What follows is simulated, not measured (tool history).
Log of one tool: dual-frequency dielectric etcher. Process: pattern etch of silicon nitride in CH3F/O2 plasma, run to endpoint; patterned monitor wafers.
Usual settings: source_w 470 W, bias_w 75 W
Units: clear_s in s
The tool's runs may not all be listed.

run	day	source_w	bias_w	wafers since the last listed run	hours since the last wet clean	hours since the last source power generator calibration	hours since the last bias power generator calibration	hours since the last upper electrode change	incoming incoming film thickness, nm	clear_s
1	0.000	470	75	0	6.9	3018.5	1768.3	4387.2	81.4	84.9
2	3.446	470	75	554	89.6	3101.2	1851.0	4469.9	81.0	84.9
3	5.350	450	65	306	135.3	3146.9	1896.7	4515.6	82.3	93.9
4	9.533	450	65	672	235.7	3247.3	1997.1	4616.0	82.0	93.3
5	11.233	470	75	273	276.5	3288.1	2037.9	4656.8	81.6	85.7
6	14.367	470	75	504	351.7	3363.3	2113.1	4732.0	82.2	85.6
7	16.867	470	75	402	411.7	3423.3	2173.1	4792.0	81.5	85.1
8	20.938	470	75	654	509.4	3521.0	2270.8	4889.7	82.5	86.1
# day 22.017: wet clean of the chamber
9	25.308	470	75	542	79.0	3625.9	2375.7	4994.6	81.6	84.7
10	26.971	470	75	267	118.9	3665.8	2415.6	5034.5	82.8	86.8
11	30.396	470	75	550	201.1	3748.0	2497.8	5116.7	80.6	84.4
# day 37.879: source power generator calibrated
12	42.521	470	75	1923	492.1	111.4	2788.8	5407.7	81.4	84.9
# day 43.358: bias power generator calibrated
# day 45.279: wet clean of the chamber
13	45.338	470	75	265	1.4	179.0	47.5	5475.3	81.9	87.4
# day 46.946: upper electrode replaced
14	49.371	390	85	487	98.2	275.8	144.3	58.2	81.6	92.7
15	52.933	470	75	573	183.7	361.3	229.8	143.7	82.8	87.8
16	56.429	470	83	562	267.6	445.2	313.7	227.6	81.2	82.4
17	59.588	470	75	508	343.4	521.0	389.5	303.4	81.3	86.3
18	62.171	540	60	415	405.4	583.0	451.5	365.4	81.9	87.5
# day 66.758: wet clean of the chamber
19	67.029	470	75	620	6.5	699.6	568.1	482.0	81.0	84.6
20	71.054	510	56	647	103.1	796.2	664.7	578.6	81.5	92.7
21	73.254	470	75	353	155.9	849.0	717.5	631.4	81.6	85.6
22	74.917	520	66	267	195.8	888.9	757.4	671.3	81.8	86.4
23	76.488	410	82	252	233.5	926.6	795.1	709.0	81.0	88.8
24	78.258	400	65	284	276.0	969.1	837.6	751.5	81.6	101.1
25	79.896	530	75	263	315.3	1008.4	876.9	790.8	81.8	80.7
26	83.292	430	57	546	396.8	1089.9	958.4	872.3	82.1	102.8
27	86.800	440	90	564	481.0	1174.1	1042.6	956.5	81.8	82.2

5 ways to go on from here, each from the tool as it stands after run 27. What would each give?
A	86.821	470	75	3	481.5	1174.6	1043.1	957.0	81.7	?
B	86.821	570	75	3	481.5	1174.6	1043.1	957.0	81.7	?
C	86.821	500	94	3	481.5	1174.6	1043.1	957.0	81.7	?
D	86.821	580	61	3	481.5	1174.6	1043.1	957.0	81.7	?
E	86.821	380	86	3	481.5	1174.6	1043.1	957.0	81.7	?

run	clear_s
A	85.5
B	76.7
C	75.0
D	82.5
E	92.1
Without the tool's hidden state the same runs would have given:
run	clear_s
A	86.7
B	77.8
C	76.2
D	83.6
E	93.5
